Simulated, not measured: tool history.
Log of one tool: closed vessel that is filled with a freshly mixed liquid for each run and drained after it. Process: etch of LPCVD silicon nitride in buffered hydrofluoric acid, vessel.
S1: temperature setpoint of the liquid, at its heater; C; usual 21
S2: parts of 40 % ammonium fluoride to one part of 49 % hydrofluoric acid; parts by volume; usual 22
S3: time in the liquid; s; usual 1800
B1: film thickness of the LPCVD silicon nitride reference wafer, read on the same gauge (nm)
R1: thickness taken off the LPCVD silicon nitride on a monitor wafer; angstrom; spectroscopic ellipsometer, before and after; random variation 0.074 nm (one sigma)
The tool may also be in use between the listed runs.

| run | day | S1 | S2 | S3 | B1 | R1 |
|---|---|---|---|---|---|---|
| 1 | 0 | 21 | 22 | 1800 | 130 | 134.5 |
| 2 | 0.642 | 21 | 22 | 1800 | 130.02 | 135.2 |
| 3 | 1.679 | 21 | 22 | 1800 | 129.98 | 132.5 |
| 4 | 2.938 | 21 | 22 | 1800 | 130.01 | 135.8 |
| 5 | 3.912 | 21 | 22 | 1800 | 129.98 | 135.7 |
| 6 | 4.592 | 18.5 | 22 | 1165 | 129.97 | 76.8 |
| 7 | 5.971 | 18.5 | 22 | 1165 | 130.02 | 76.5 |
| 8 | 7.183 | 17.5 | 22 | 1800 | 130.03 | 112 |
| 9 | 7.771 | 17.5 | 22 | 1800 | 129.97 | 111.9 |
| 10 | 8.379 | 17.5 | 22 | 1800 | 130 | 111.3 |
| 11 | 8.962 | 18.5 | 22 | 1045 | 129.98 | 68.8 |
| 12 | 10.079 | 18.5 | 22 | 1045 | 129.98 | 68.8 |
| 13 | 11.117 | 17.5 | 22 | 1115 | 129.98 | 69.7 |
|  | 11.275 | gauge calibrated |
|  | 11.279 | hydrofluoric acid flow meter replaced |
| 14 | 11.638 | 17.5 | 22 | 2130 | 129.98 | 133.9 |
| 15 | 12.183 | 21 | 22 | 1240 | 129.99 | 93.9 |
| 16 | 12.912 | 17 | 22 | 1800 | 129.98 | 110.2 |

Forecast run 17:
| 17 | 13.554 | 19 | 22 | 2750 | ? | ? |

{"run 17": {"B1": 130.01, "R1": 187}}
Without the tool's hidden state the same run would have given R1 171.2 angstrom.
